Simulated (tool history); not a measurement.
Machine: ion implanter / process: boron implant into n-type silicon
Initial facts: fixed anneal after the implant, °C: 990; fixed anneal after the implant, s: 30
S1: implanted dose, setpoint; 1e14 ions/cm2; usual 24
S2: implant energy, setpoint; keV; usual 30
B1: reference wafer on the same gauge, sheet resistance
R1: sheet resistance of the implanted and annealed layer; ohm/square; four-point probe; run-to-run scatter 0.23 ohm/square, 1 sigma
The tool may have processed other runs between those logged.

run     day     S1    S2     B1     R1
  1       0     24    30  52.89  64.28
  2   2.421     24  37.5  52.88  60.82
  3   5.058     24  37.5  52.86  60.94
      5.129  -- gauge calibrated
  4  10.583     24    30   52.9  64.09
  5  11.846     24    30  52.88  64.09
  6  14.133     24    30  52.92  64.09
  7  22.121     24    30  52.93  63.55
  8  24.758     24    30  52.89  63.97
  9  27.517     24    30  52.92  64.21
     29.317  -- Faraday cup replaced and dose calibrated
 10  29.338     24    30  52.96  65.39
 11  30.121  21.22  22.5  52.91  75.48
 12  31.512     24    30  52.84  65.25
 13  32.796     24    30  52.91  65.04
     33.583  -- extraction supply calibrated
 14    34.1     24    30   52.9  65.08
 15  35.938  26.71    23  52.92  67.22
 16  37.308  26.71    23  52.91  67.42
 17  39.796  26.71    23   52.9  67.36
 18   42.25     24    30  52.89  64.31
 19   43.45  26.71    23  52.88  66.88
 20  44.883  26.04  34.5  52.88  59.61
 21  46.638     24    36  52.93  62.04
 22  51.012     24  36.5  52.87  61.62
     52.254  -- gauge calibrated
 23  52.812  20.39  21.5  52.93  76.76
 24  55.321  29.21    30  52.91  59.04
 25  57.379  26.17  27.5  52.93  63.37
 26  59.108  18.19  37.5   52.9  73.52
 27  60.954     24    30  52.91  64.03
 28  62.775     24    30  52.93  64.24
 29  64.858     24    30  52.91  64.42
 30  66.329   22.2  40.5  52.92  63.01
 31  68.538  22.09    30  52.94   66.8
 32  69.883     24    30  52.91   63.9
 33  71.962  26.71    23  52.88  66.68
 34  74.721   20.8  39.5  52.92  66.15
 35  78.304     24    34   52.9     62

What the log doesn't show, run by run:
deviation of the true energy from its setpoint, %: 0 in every run
gauge reads high (%): 0 in every run
H1: deviation of the true dose from the Faraday cup's reading, %
run       H1
  1     3.54
  2     3.59
  3     3.65
  4     3.74
  5     3.76
  6     3.79
  7     3.88
  8     3.91
  9     3.93
 10   -0.176
 11  -0.0149
 12    0.259
 13    0.498
 14    0.729
 15     1.04
 16     1.25
 17     1.61
 18     1.93
 19     2.08
 20     2.24
 21     2.44
 22     2.86
 23     3.01
 24     3.21
 25     3.35
 26     3.47
 27     3.58
 28     3.69
 29      3.8
 30     3.87
 31     3.97
 32     4.03
 33     4.11
 34     4.21
 35     4.33

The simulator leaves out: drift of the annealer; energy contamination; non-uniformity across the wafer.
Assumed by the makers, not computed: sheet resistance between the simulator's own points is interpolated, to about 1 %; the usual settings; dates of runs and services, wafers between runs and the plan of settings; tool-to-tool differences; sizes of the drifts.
